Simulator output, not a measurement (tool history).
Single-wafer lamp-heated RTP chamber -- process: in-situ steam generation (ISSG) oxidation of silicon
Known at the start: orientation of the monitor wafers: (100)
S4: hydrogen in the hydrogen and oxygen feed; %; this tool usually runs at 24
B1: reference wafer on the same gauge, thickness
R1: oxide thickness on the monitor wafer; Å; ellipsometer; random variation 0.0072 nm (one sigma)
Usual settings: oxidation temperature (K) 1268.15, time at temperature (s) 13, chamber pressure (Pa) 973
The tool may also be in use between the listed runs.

{"run": 1, "hour": 0.0, "oxidation temperature (K)": 1268.15, "time at temperature (s)": 13, "chamber pressure (Pa)": 973, "S4": 24, "B1": 4.1, "R1": 48.64}
{"run": 2, "hour": 155.7, "oxidation temperature (K)": 1268.15, "time at temperature (s)": 13, "chamber pressure (Pa)": 973, "S4": 24, "B1": 4.099, "R1": 48.79}
{"hour": 190.8, "done": "pyrometer window cleaned and pyrometer calibrated"}
{"run": 3, "hour": 201.5, "oxidation temperature (K)": 1268.15, "time at temperature (s)": 13, "chamber pressure (Pa)": 973, "S4": 24, "B1": 4.1, "R1": 48.14}
{"run": 4, "hour": 238.5, "oxidation temperature (K)": 1268.15, "time at temperature (s)": 13, "chamber pressure (Pa)": 973, "S4": 24, "B1": 4.1, "R1": 48.05}
{"run": 5, "hour": 272.9, "oxidation temperature (K)": 1268.15, "time at temperature (s)": 13, "chamber pressure (Pa)": 973, "S4": 24, "B1": 4.102, "R1": 48.21}
{"run": 6, "hour": 342.0, "oxidation temperature (K)": 1268.15, "time at temperature (s)": 13, "chamber pressure (Pa)": 973, "S4": 24, "B1": 4.099, "R1": 48.2}
{"run": 7, "hour": 413.6, "oxidation temperature (K)": 1268.15, "time at temperature (s)": 13, "chamber pressure (Pa)": 973, "S4": 24, "B1": 4.096, "R1": 48.41}
{"run": 8, "hour": 472.7, "oxidation temperature (K)": 1268.15, "time at temperature (s)": 13, "chamber pressure (Pa)": 973, "S4": 24, "B1": 4.098, "R1": 48.46}
{"run": 9, "hour": 498.0, "oxidation temperature (K)": 1268.15, "time at temperature (s)": 13, "chamber pressure (Pa)": 973, "S4": 24, "B1": 4.101, "R1": 48.69}
{"hour": 524.7, "done": "gauge calibrated"}
{"run": 10, "hour": 526.2, "oxidation temperature (K)": 1276.15, "time at temperature (s)": 11, "chamber pressure (Pa)": 973, "S4": 29, "B1": 4.099, "R1": 49.28}
{"run": 11, "hour": 588.0, "oxidation temperature (K)": 1277.15, "time at temperature (s)": 10, "chamber pressure (Pa)": 1067, "S4": 24, "B1": 4.098, "R1": 44.9}

Predict the results of run 12:
{"hour": 625.3, "done": "hydrogen flow controller replaced"}
{"run": 12, "hour": 641.3, "oxidation temperature (K)": 1268.15, "time at temperature (s)": 13, "chamber pressure (Pa)": 973, "S4": 24, "B1": "?", "R1": "?"}

B1: 4.099
R1: 48.82 Å
With the hidden condition absent and the run-to-run variation left alone, this run would have shown R1 48.03 Å.

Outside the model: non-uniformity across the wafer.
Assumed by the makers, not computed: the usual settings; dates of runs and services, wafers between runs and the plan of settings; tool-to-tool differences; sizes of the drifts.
